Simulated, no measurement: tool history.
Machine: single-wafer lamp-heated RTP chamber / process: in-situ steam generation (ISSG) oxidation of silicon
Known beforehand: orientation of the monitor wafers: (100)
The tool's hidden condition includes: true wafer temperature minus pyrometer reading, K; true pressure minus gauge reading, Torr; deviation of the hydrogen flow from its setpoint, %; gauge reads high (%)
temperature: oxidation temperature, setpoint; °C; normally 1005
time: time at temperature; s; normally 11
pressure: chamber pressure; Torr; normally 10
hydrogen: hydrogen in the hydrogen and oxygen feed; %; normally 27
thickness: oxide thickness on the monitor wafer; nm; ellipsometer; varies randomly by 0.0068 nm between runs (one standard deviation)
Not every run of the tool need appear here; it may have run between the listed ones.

run	day	temperature	time	pressure	hydrogen	wafers since the last listed run	wafers since the last pyrometer calibration	hours since the pressure gauge was zeroed	hours since the hydrogen flow controller was replaced	hours since the gauge calibration	read-back reference wafer on the same gauge, thickness	thickness
1	0	1005	11	10	27	0	184	4749.3	3218.2	248	5.129	4.562
2	0.346	1005	11	10	27	90	274	4757.6	3226.5	256.3	5.132	4.57
3	0.846	1005	11	10	27	131	406	4769.6	3238.5	268.3	5.13	4.568
4	1.592	1005	11	10	27	195	602	4787.5	3256.4	286.2	5.13	4.588
5	1.875	1005	10	10	27	74	676	4794.3	3263.2	293	5.13	4.402
6	2.617	1005	11	10	27	194	871	4812.1	3281	310.8	5.129	4.599
7	2.879	1005	11	10	27	68	940	4818.4	3287.3	317.1	5.13	4.591
8	3.425	1005	11	10	27	143	1083	4831.5	3300.4	330.2	5.131	4.588
9	3.846	1005	11	10	27	110	1194	4841.6	3310.5	340.3	5.131	4.602
10	4.279	1019	12	10	27	113	1308	4852	3320.9	350.7	5.13	5.044
11	4.658	1019	12	10	27	99	1407	4861.1	3330	359.8	5.127	5.029
12	5.075	1019	12	10	27	109	1517	4871.1	3340	369.8	5.128	5.054
13	5.8	1005	11	10	27	190	1707	4888.5	3357.4	387.2	5.13	4.603
14	6.175	1005	11	10	27	98	1806	4897.5	3366.4	396.2	5.13	4.62
15	6.75	1005	11	10	32	151	1957	4911.3	3380.2	410	5.129	4.796
16	7.412	1005	11	10	27	174	2131	4927.2	3396.1	425.9	5.134	4.611
17	7.692	1005	11	10	27	73	2204	4933.9	3402.8	432.6	5.128	4.611
18	8.35	1005	11	9	27	172	2377	4949.7	3418.6	448.4	5.129	4.706
# day 8.504: gauge calibrated
# day 9.142: pyrometer window cleaned and pyrometer calibrated
# day 9.738: pressure gauge zeroed
19	9.758	1024	14	10	27	194	73	0.5	3452.4	30.1	5.13	5.476
20	10.267	1005	11	8.6	27	133	207	12.7	3464.6	42.3	5.126	4.685
21	10.558	1000	11	10	27	76	284	19.7	3471.6	49.3	5.133	4.48
22	11.212	1005	11	8.8	24	171	455	35.4	3487.3	65	5.129	4.548
# day 11.871: hydrogen flow controller replaced
23	12.954	1005	7	10	27	369	825	77.2	26	106.8	5.129	3.788
24	13.488	1012	11	10	27	140	965	90	38.8	119.6	5.131	4.7
25	14.204	993	11	10.2	31	188	1154	107.2	56	136.8	5.13	4.535
26	14.746	1005	11	10	27	142	1296	120.2	69	149.8	5.129	4.606
27	15.408	993	11	10.2	22	174	1470	136.1	84.9	165.7	5.13	4.181
28	15.833	1005	11	10	27	111	1582	146.3	95.1	175.9	5.131	4.586
29	16.262	1005	11	10	21	112	1694	156.6	105.4	186.2	5.13	4.348
30	16.883	1005	11	10	30	163	1857	171.5	120.3	201.1	5.129	4.714
31	17.312	1005	11	10	27	112	1970	181.8	130.6	211.4	5.13	4.588

Measured minus without-hidden-state, run by run (identical run-to-run variation in each term; gauge scatter may differ):
run	thickness
1	+0.024
2	+0.029
3	+0.035
4	+0.042
5	+0.042
6	+0.05
7	+0.053
8	+0.056
9	+0.057
10	+0.075
11	+0.077
12	+0.078
13	+0.065
14	+0.066
15	+0.07
16	+0.069
17	+0.069
18	+0.072
19	+0.018
20	+0.02
21	+0.022
22	+0.031
23	+0.031
24	+0.05
25	+0.045
26	+0.053
27	+0.045
28	+0.056
29	+0.053
30	+0.059
31	+0.059
